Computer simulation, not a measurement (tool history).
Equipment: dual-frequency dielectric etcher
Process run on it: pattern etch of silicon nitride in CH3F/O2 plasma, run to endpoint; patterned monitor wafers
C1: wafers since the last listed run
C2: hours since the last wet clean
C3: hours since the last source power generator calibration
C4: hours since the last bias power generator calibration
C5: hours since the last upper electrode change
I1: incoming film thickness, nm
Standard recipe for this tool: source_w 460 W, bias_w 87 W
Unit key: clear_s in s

run 1 hour=0 | source_w=460 bias_w=100 | C1=0 C2=658.9 C3=1691.1 C4=992.9 C5=836.9 | I1=59.4 | clear_s=58.6
run 2 hour=40.7 | source_w=510 bias_w=87 | C1=301 C2=699.6 C3=1731.8 C4=1033.6 C5=877.6 | I1=59.7 | clear_s=60.4
-- hour=68.6 wet clean of the chamber
run 3 hour=88.5 | source_w=510 bias_w=87 | C1=176 C2=19.9 C3=1779.6 C4=1081.4 C5=925.4 | I1=58.9 | clear_s=59.3
run 4 hour=158.2 | source_w=460 bias_w=87 | C1=516 C2=89.6 C3=1849.3 C4=1151.1 C5=995.1 | I1=59.8 | clear_s=61.8
run 5 hour=262.9 | source_w=460 bias_w=87 | C1=775 C2=194.3 C3=1954 C4=1255.8 C5=1099.8 | I1=59.9 | clear_s=62.3
run 6 hour=337.6 | source_w=520 bias_w=87 | C1=553 C2=269 C3=2028.7 C4=1330.5 C5=1174.5 | I1=59.8 | clear_s=60.3
run 7 hour=656 | source_w=460 bias_w=87 | C1=2359 C2=587.4 C3=2347.1 C4=1648.9 C5=1492.9 | I1=59.1 | clear_s=61.3
run 8 hour=700.4 | source_w=460 bias_w=87 | C1=329 C2=631.8 C3=2391.5 C4=1693.3 C5=1537.3 | I1=59.8 | clear_s=61.8
run 9 hour=757.4 | source_w=460 bias_w=87 | C1=422 C2=688.8 C3=2448.5 C4=1750.3 C5=1594.3 | I1=59.5 | clear_s=61.7
-- hour=799.7 wet clean of the chamber
run 10 hour=841.4 | source_w=460 bias_w=87 | C1=444 C2=41.7 C3=2532.5 C4=1834.3 C5=1678.3 | I1=60.1 | clear_s=62.1
run 11 hour=893.7 | source_w=460 bias_w=87 | C1=387 C2=94 C3=2584.8 C4=1886.6 C5=1730.6 | I1=59.5 | clear_s=61.7
run 12 hour=1093.1 | source_w=460 bias_w=87 | C1=1477 C2=293.4 C3=2784.2 C4=2086 C5=1930 | I1=59.4 | clear_s=61.9
run 13 hour=1181 | source_w=460 bias_w=87 | C1=651 C2=381.3 C3=2872.1 C4=2173.9 C5=2017.9 | I1=59.9 | clear_s=62.4
-- hour=1228.7 upper electrode replaced
run 14 hour=1282.4 | source_w=460 bias_w=87 | C1=573 C2=482.7 C3=2973.5 C4=2275.3 C5=53.7 | I1=60 | clear_s=62.8
run 15 hour=1357.6 | source_w=460 bias_w=87 | C1=557 C2=557.9 C3=3048.7 C4=2350.5 C5=128.9 | I1=59.9 | clear_s=62.8
-- hour=1404.1 wet clean of the chamber
run 16 hour=1404.6 | source_w=460 bias_w=87 | C1=170 C2=0.5 C3=3095.7 C4=2397.5 C5=175.9 | I1=59.7 | clear_s=62
run 17 hour=1487.4 | source_w=420 bias_w=87 | C1=613 C2=83.3 C3=3178.5 C4=2480.3 C5=258.7 | I1=59.4 | clear_s=63
run 18 hour=1570.2 | source_w=460 bias_w=99 | C1=613 C2=166.1 C3=3261.3 C4=2563.1 C5=341.5 | I1=59.6 | clear_s=59.6
-- hour=1613.1 source power generator calibrated
run 19 hour=1643.6 | source_w=460 bias_w=87 | C1=514 C2=239.5 C3=30.5 C4=2636.5 C5=414.9 | I1=59.5 | clear_s=62.5
run 20 hour=1714.5 | source_w=540 bias_w=67 | C1=525 C2=310.4 C3=101.4 C4=2707.4 C5=485.8 | I1=59.6 | clear_s=66.1
run 21 hour=1788 | source_w=460 bias_w=87 | C1=544 C2=383.9 C3=174.9 C4=2780.9 C5=559.3 | I1=60.7 | clear_s=63.8
run 22 hour=1868.1 | source_w=550 bias_w=72 | C1=593 C2=464 C3=255 C4=2861 C5=639.4 | I1=60.2 | clear_s=65
run 23 hour=1928.1 | source_w=560 bias_w=96 | C1=444 C2=524 C3=315 C4=2921 C5=699.4 | I1=59.6 | clear_s=58.3
run 24 hour=1984.9 | source_w=350 bias_w=78 | C1=420 C2=580.8 C3=371.8 C4=2977.8 C5=756.2 | I1=60.2 | clear_s=69
-- hour=2022 wet clean of the chamber
run 25 hour=2081.4 | source_w=500 bias_w=94 | C1=537 C2=59.4 C3=468.3 C4=3074.3 C5=852.7 | I1=59 | clear_s=59.7
run 26 hour=2179.7 | source_w=460 bias_w=87 | C1=728 C2=157.7 C3=566.6 C4=3172.6 C5=951 | I1=59.9 | clear_s=63
run 27 hour=2239.8 | source_w=560 bias_w=106 | C1=445 C2=217.8 C3=626.7 C4=3232.7 C5=1011.1 | I1=59.7 | clear_s=56.8
-- hour=2274.4 bias power generator calibrated
run 28 hour=2321.4 | source_w=460 bias_w=100 | C1=575 C2=299.4 C3=708.3 C4=47 C5=1092.7 | I1=59.9 | clear_s=59.5
run 29 hour=2424.7 | source_w=460 bias_w=94 | C1=765 C2=402.7 C3=811.6 C4=150.3 C5=1196 | I1=59.7 | clear_s=60.2
run 30 hour=2521.8 | source_w=540 bias_w=100 | C1=719 C2=499.8 C3=908.7 C4=247.4 C5=1293.1 | I1=59.9 | clear_s=57
run 31 hour=2624.2 | source_w=430 bias_w=78 | C1=758 C2=602.2 C3=1011.1 C4=349.8 C5=1395.5 | I1=59.7 | clear_s=65.2
-- hour=2662.8 wet clean of the chamber
run 32 hour=2699.8 | source_w=460 bias_w=68 | C1=382 C2=37 C3=1086.7 C4=425.4 C5=1471.1 | I1=59.6 | clear_s=67
run 33 hour=2741.6 | source_w=560 bias_w=87 | C1=309 C2=78.8 C3=1128.5 C4=467.2 C5=1512.9 | I1=60.6 | clear_s=60.4
run 34 hour=2846.1 | source_w=560 bias_w=97 | C1=774 C2=183.3 C3=1233 C4=571.7 C5=1617.4 | I1=60 | clear_s=57.4
run 35 hour=2940.6 | source_w=560 bias_w=74 | C1=700 C2=277.8 C3=1327.5 C4=666.2 C5=1711.9 | I1=59.7 | clear_s=63
run 36 hour=3028.3 | source_w=410 bias_w=67 | C1=650 C2=365.5 C3=1415.2 C4=753.9 C5=1799.6 | I1=59.5 | clear_s=68.5

Some steps in clear_s between neighbouring runs. How much of each would the tool show without its hidden state too (settings, what came in, random variation), and how much is left for the hidden state, with any gauge scatter that isn't in both results?
What the log doesn't record here: etch rate over this chamber's usual, %; source power that arrives over what is set, %; bias power that arrives over what is set, %.
Run 1 -> 2: source_w 460 -> 510, bias_w 100 -> 87. clear_s +1.8 s: hidden state -0.1, all else +1.9.
Run 23 -> 24: source_w 560 -> 350, bias_w 96 -> 78. clear_s +10.7 s: hidden state +0.3, all else +10.4.
Run 24 -> 25: source_w 350 -> 500, bias_w 78 -> 94, wet clean of the chamber. clear_s -9.3 s: hidden state -0.1, all else -9.2.
Run 27 -> 28: source_w 560 -> 460, bias_w 106 -> 100, bias power generator calibrated. clear_s +2.7 s: hidden state -1.2, all else +3.9.
Run 30 -> 31: source_w 540 -> 430, bias_w 100 -> 78. clear_s +8.2 s: hidden state +0.1, all else +8.1.
